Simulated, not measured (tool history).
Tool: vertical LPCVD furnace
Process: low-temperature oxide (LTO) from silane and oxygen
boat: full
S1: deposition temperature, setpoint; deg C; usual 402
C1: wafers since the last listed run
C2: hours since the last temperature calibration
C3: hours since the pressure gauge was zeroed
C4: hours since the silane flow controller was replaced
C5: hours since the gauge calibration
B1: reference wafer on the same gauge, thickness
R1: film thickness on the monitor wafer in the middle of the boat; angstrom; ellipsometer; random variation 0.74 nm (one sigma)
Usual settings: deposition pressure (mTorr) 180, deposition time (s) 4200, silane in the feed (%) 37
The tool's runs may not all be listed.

Run 1, hour 0: usual settings but silane in the feed (%) 33; C1 0; C2 4582; C3 4681.3; C4 2241.8; C5 112.2; B1 501.75. Result: R1 4490.2 angstrom.
Run 2, hour 16: usual settings but silane in the feed (%) 33; C1 293; C2 4598; C3 4697.3; C4 2257.8; C5 128.2; B1 502.06. Result: R1 4500.3 angstrom.
Run 3, hour 23.8: usual settings but silane in the feed (%) 33; C1 143; C2 4605.8; C3 4705.1; C4 2265.6; C5 136; B1 501.83. Result: R1 4487.1 angstrom.
Run 4, hour 42.7: usual settings but silane in the feed (%) 41; C1 347; C2 4624.7; C3 4724; C4 2284.5; C5 154.9; B1 502. Result: R1 5856.2 angstrom.
Run 5, hour 53.5: usual settings but silane in the feed (%) 41; C1 198; C2 4635.5; C3 4734.8; C4 2295.3; C5 165.7; B1 502.11. Result: R1 5847.7 angstrom.
Run 6, hour 64.2: usual settings; C1 196; C2 4646.2; C3 4745.5; C4 2306; C5 176.4; B1 502.09. Result: R1 5198.2 angstrom.
At hour 98.4: pressure gauge zeroed.
Run 7, hour 98.9: usual settings; C1 196; C2 4680.9; C3 0.5; C4 2340.7; C5 211.1; B1 502.12. Result: R1 5201.4 angstrom.
Run 8, hour 103.5: usual settings; C1 84; C2 4685.5; C3 5.1; C4 2345.3; C5 215.7; B1 502.2. Result: R1 5185.1 angstrom.
Run 9, hour 108.2: usual settings; C1 86; C2 4690.2; C3 9.8; C4 2350; C5 220.4; B1 501.87. Result: R1 5203.8 angstrom.
Run 10, hour 112.8: usual settings; C1 84; C2 4694.8; C3 14.4; C4 2354.6; C5 225; B1 502.03. Result: R1 5195.7 angstrom.
At hour 116.7: gauge calibrated.
Run 11, hour 122.9: usual settings; C1 185; C2 4704.9; C3 24.5; C4 2364.7; C5 6.2; B1 502.01. Result: R1 5217.9 angstrom.
Run 12, hour 138.5: usual settings; C1 286; C2 4720.5; C3 40.1; C4 2380.3; C5 21.8; B1 502.17. Result: R1 5199.9 angstrom.
Run 13, hour 152.9: usual settings but deposition pressure (mTorr) 205; C1 264; C2 4734.9; C3 54.5; C4 2394.7; C5 36.2; B1 501.94. Result: R1 5927.8 angstrom.
Run 14, hour 165.2: usual settings; C1 225; C2 4747.2; C3 66.8; C4 2407; C5 48.5; B1 501.87. Result: R1 5213.3 angstrom.
Run 15, hour 176.7: usual settings but S1 398 deg C, deposition pressure (mTorr) 215, silane in the feed (%) 31; C1 211; C2 4758.7; C3 78.3; C4 2418.5; C5 60; B1 502.28. Result: R1 4738.1 angstrom.
At hour 203.5: thermocouples replaced and temperature profile calibrated.
At hour 213: silane flow controller replaced.
Run 16, hour 213.5: usual settings; C1 60; C2 10; C3 115.1; C4 0.5; C5 96.8; B1 501.75. Result: R1 4892.7 angstrom.
Run 17, hour 218.2: usual settings but S1 412 deg C, deposition pressure (mTorr) 160, silane in the feed (%) 43; C1 86; C2 14.7; C3 119.8; C4 5.2; C5 101.5; B1 501.89. Result: R1 5797.5 angstrom.
Run 18, hour 222.8: usual settings but deposition pressure (mTorr) 215; C1 84; C2 19.3; C3 124.4; C4 9.8; C5 106.1; B1 501.86. Result: R1 5841.9 angstrom.
Run 19, hour 227.4: usual settings but deposition pressure (mTorr) 150, silane in the feed (%) 34; C1 84; C2 23.9; C3 129; C4 14.4; C5 110.7; B1 501.69. Result: R1 3660.1 angstrom.
Run 20, hour 239.2: usual settings but deposition time (s) 3570; C1 216; C2 35.7; C3 140.8; C4 26.2; C5 122.5; B1 502.1. Result: R1 4162.3 angstrom.
Run 21, hour 249.8: usual settings; C1 194; C2 46.3; C3 151.4; C4 36.8; C5 133.1; B1 501.98. Result: R1 4886 angstrom.
Run 22, hour 260.7: usual settings but S1 405 deg C, silane in the feed (%) 42; C1 200; C2 57.2; C3 162.3; C4 47.7; C5 144; B1 502.26. Result: R1 5899.3 angstrom.
Run 23, hour 278.3: usual settings but deposition pressure (mTorr) 160, silane in the feed (%) 30; C1 323; C2 74.8; C3 179.9; C4 65.3; C5 161.6; B1 501.97. Result: R1 3268.3 angstrom.
Run 24, hour 289.7: usual settings but S1 392 deg C; C1 209; C2 86.2; C3 191.3; C4 76.7; C5 173; B1 502.21. Result: R1 4366.1 angstrom.
Run 25, hour 308.1: usual settings; C1 337; C2 104.6; C3 209.7; C4 95.1; C5 191.4; B1 501.81. Result: R1 4884.7 angstrom.
Run 26, hour 317.6: usual settings; C1 174; C2 114.1; C3 219.2; C4 104.6; C5 200.9; B1 501.77. Result: R1 4907.8 angstrom.

4 ways to go on from here, each from the tool as it stands after run 26. What would each give?
Run A, hour 322.3: usual settings; C1 86; C2 118.8; C3 223.9; C4 109.3; C5 205.6; B1 ?. Result: R1 ?.
Run B, hour 322.3: usual settings but S1 412 deg C, deposition time (s) 2550; C1 86; C2 118.8; C3 223.9; C4 109.3; C5 205.6; B1 ?. Result: R1 ?.
Run C, hour 322.3: usual settings but silane in the feed (%) 30; C1 86; C2 118.8; C3 223.9; C4 109.3; C5 205.6; B1 ?. Result: R1 ?.
Run D, hour 322.3: usual settings but S1 398 deg C, deposition pressure (mTorr) 220; C1 86; C2 118.8; C3 223.9; C4 109.3; C5 205.6; B1 ?. Result: R1 ?.

run     B1      R1
  A  501.8  4901.7
  B  501.8  3322.3
  C  501.8    3667
  D  501.8  5725.9
Without the tool's hidden state the same runs would have given:
run      R1
  A    4950
  B  3354.3
  C  3712.9
  D    5783
